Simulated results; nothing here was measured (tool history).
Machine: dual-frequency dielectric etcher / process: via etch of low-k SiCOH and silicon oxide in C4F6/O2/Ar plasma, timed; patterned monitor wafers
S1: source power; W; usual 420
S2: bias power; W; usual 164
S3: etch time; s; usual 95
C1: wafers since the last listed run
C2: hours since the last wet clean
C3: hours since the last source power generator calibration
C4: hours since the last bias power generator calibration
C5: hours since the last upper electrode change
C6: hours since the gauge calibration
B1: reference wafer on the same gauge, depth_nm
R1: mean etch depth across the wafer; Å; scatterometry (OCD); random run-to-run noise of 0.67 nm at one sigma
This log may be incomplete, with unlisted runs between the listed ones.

run,hour,S1,S2,S3,C1,C2,C3,C4,C5,C6,B1,R1
1,0,420,164,95,0,389.5,1968.6,3835.5,3761.5,8.6,345.3,3000
2,43.3,420,164,95,288,432.8,2011.9,3878.8,3804.8,51.9,344.3,3006
# hour 80.3: wet clean of the chamber
3,146.5,420,164,95,527,66.2,2115.1,3982,3908,155.1,343.3,2982
4,239.6,420,164,95,620,159.3,2208.2,4075.1,4001.1,248.2,342.3,2965
5,278.1,420,164,95,256,197.8,2246.7,4113.6,4039.6,286.7,342.3,2969
6,371.4,420,164,95,621,291.1,2340,4206.9,4132.9,380,341.7,2977
7,434.1,420,164,95,417,353.8,2402.7,4269.6,4195.6,442.7,341.5,2982
8,500.3,420,164,95,440,420,2468.9,4335.8,4261.8,508.9,341.3,2971
9,568.5,390,179,103.5,454,488.2,2537.1,4404,4330,577.1,341.1,3192
# hour 592.8: wet clean of the chamber
10,637.8,360,204,106.5,301,45,2606.4,4473.3,4399.3,646.4,340.9,3239
# hour 730.2: bias power generator calibrated
11,734.1,510,184,72,614,141.3,2702.7,3.9,4495.6,742.7,340.5,2461
# hour 758.1: gauge calibrated
# hour 799.4: source power generator calibrated
# hour 847.9: upper electrode replaced
12,848.4,420,164,95,574,255.6,49,118.2,0.5,90.3,343.6,2994
13,904.1,420,164,95,370,311.3,104.7,173.9,56.2,146,342.7,2973
14,993.4,520,164,105.5,594,400.6,194,263.2,145.5,235.3,342.2,3574
# hour 1096.1: wet clean of the chamber
15,1096.6,480,198,95,527,0.5,297.2,366.4,248.7,338.5,341.6,3200
16,1145.5,420,197,95,325,49.4,346.1,415.3,297.6,387.4,341.4,3053

4 ways to go on from here, each from the tool as it stands after run 16. What would each give?
A,1145.9,350,164,95,2,49.8,346.5,415.7,298,387.8,?,?
B,1145.9,490,127,111,2,49.8,346.5,415.7,298,387.8,?,?
C,1145.9,360,196,112.5,2,49.8,346.5,415.7,298,387.8,?,?
D,1145.9,360,164,74.5,2,49.8,346.5,415.7,298,387.8,?,?

run,B1,R1
A,341.3,2767
B,341.3,3535
C,341.3,3409
D,341.3,2192
What these runs would have given with no unlogged condition in the tool:
run,R1
A,2797
B,3573
C,3446
D,2216
